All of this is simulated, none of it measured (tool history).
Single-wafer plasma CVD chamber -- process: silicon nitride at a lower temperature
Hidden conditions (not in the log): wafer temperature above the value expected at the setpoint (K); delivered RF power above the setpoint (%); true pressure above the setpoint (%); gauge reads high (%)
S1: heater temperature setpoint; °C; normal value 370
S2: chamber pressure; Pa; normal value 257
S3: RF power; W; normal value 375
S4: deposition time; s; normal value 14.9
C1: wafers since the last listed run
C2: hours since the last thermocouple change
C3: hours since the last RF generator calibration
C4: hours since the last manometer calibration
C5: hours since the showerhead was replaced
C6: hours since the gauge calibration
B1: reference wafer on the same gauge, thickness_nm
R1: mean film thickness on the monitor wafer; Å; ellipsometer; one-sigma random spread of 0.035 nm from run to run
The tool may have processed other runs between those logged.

| run | hour | S1 | S2 | S3 | S4 | C1 | C2 | C3 | C4 | C5 | C6 | B1 | R1 |
|---|---|---|---|---|---|---|---|---|---|---|---|---|---|
| 1 | 0 | 370 | 257 | 375 | 14.9 | 0 | 2532.6 | 2398.2 | 2369.2 | 2836.8 | 134.9 | 19.597 | 220.63 |
| 2 | 14.3 | 370 | 257 | 375 | 14.9 | 682 | 2546.9 | 2412.5 | 2383.5 | 2851.1 | 149.2 | 19.599 | 219.33 |
| 3 | 49.8 | 370 | 257 | 375 | 14.9 | 1695 | 2582.4 | 2448 | 2419 | 2886.6 | 184.7 | 19.6 | 218.83 |
|  | 70 | RF generator calibrated |
| 4 | 70.5 | 370 | 257 | 375 | 14.9 | 606 | 2603.1 | 0.5 | 2439.7 | 2907.3 | 205.4 | 19.608 | 232.69 |
| 5 | 73.4 | 370 | 257 | 375 | 13.8 | 138 | 2606 | 3.4 | 2442.6 | 2910.2 | 208.3 | 19.605 | 215.46 |
| 6 | 82.4 | 370 | 257 | 415 | 12.9 | 429 | 2615 | 12.4 | 2451.6 | 2919.2 | 217.3 | 19.601 | 214.53 |
| 7 | 92.2 | 370 | 257 | 415 | 12.9 | 467 | 2624.8 | 22.2 | 2461.4 | 2929 | 227.1 | 19.604 | 214.29 |
|  | 114.5 | showerhead replaced |
| 8 | 115 | 385 | 224 | 375 | 12 | 706 | 2647.6 | 45 | 2484.2 | 0.5 | 249.9 | 19.591 | 179.22 |
|  | 121.1 | gauge calibrated |
| 9 | 126.2 | 370 | 257 | 310 | 15.7 | 534 | 2658.8 | 56.2 | 2495.4 | 11.7 | 5.1 | 19.595 | 215.73 |
|  | 137.2 | capacitance manometer re-zeroed and calibrated |
| 10 | 144.1 | 361 | 277 | 395 | 13.4 | 472 | 2676.7 | 74.1 | 6.9 | 29.6 | 23 | 19.598 | 220.74 |
| 11 | 157.8 | 375 | 297 | 410 | 13.8 | 654 | 2690.4 | 87.8 | 20.6 | 43.3 | 36.7 | 19.595 | 234.47 |
|  | 172.6 | thermocouple changed; heater temperature recalibrated |
| 12 | 173.1 | 370 | 257 | 375 | 14.9 | 348 | 0.5 | 103.1 | 35.9 | 58.6 | 52 | 19.602 | 231.38 |
| 13 | 188.3 | 362 | 257 | 375 | 14.9 | 725 | 15.7 | 118.3 | 51.1 | 73.8 | 67.2 | 19.605 | 232.7 |
| 14 | 221.5 | 370 | 257 | 315 | 14.9 | 1585 | 48.9 | 151.5 | 84.3 | 107 | 100.4 | 19.599 | 205.96 |

Consider 5 possible next runs. They are alternatives, not a sequence: every one starts from the tool as it was left by run 14. What does each give?
| A | 221.9 | 370 | 257 | 375 | 14.9 | 19 | 49.3 | 151.9 | 84.7 | 107.4 | 100.8 | ? | ? |
| B | 221.9 | 364 | 195 | 375 | 14.9 | 19 | 49.3 | 151.9 | 84.7 | 107.4 | 100.8 | ? | ? |
| C | 221.9 | 370 | 221 | 345 | 16.7 | 19 | 49.3 | 151.9 | 84.7 | 107.4 | 100.8 | ? | ? |
| D | 221.9 | 359 | 233 | 395 | 14.9 | 19 | 49.3 | 151.9 | 84.7 | 107.4 | 100.8 | ? | ? |
| E | 221.9 | 370 | 257 | 375 | 16.1 | 19 | 49.3 | 151.9 | 84.7 | 107.4 | 100.8 | ? | ? |

| run | B1 | R1 |
|---|---|---|
| A | 19.598 | 231.32 |
| B | 19.598 | 215.99 |
| C | 19.598 | 236.24 |
| D | 19.598 | 234.52 |
| E | 19.598 | 249.91 |
With no hidden state in the tool, these same runs would have given:
| run | R1 |
|---|---|
| A | 233.05 |
| B | 217.61 |
| C | 238.01 |
| D | 236.16 |
| E | 251.78 |

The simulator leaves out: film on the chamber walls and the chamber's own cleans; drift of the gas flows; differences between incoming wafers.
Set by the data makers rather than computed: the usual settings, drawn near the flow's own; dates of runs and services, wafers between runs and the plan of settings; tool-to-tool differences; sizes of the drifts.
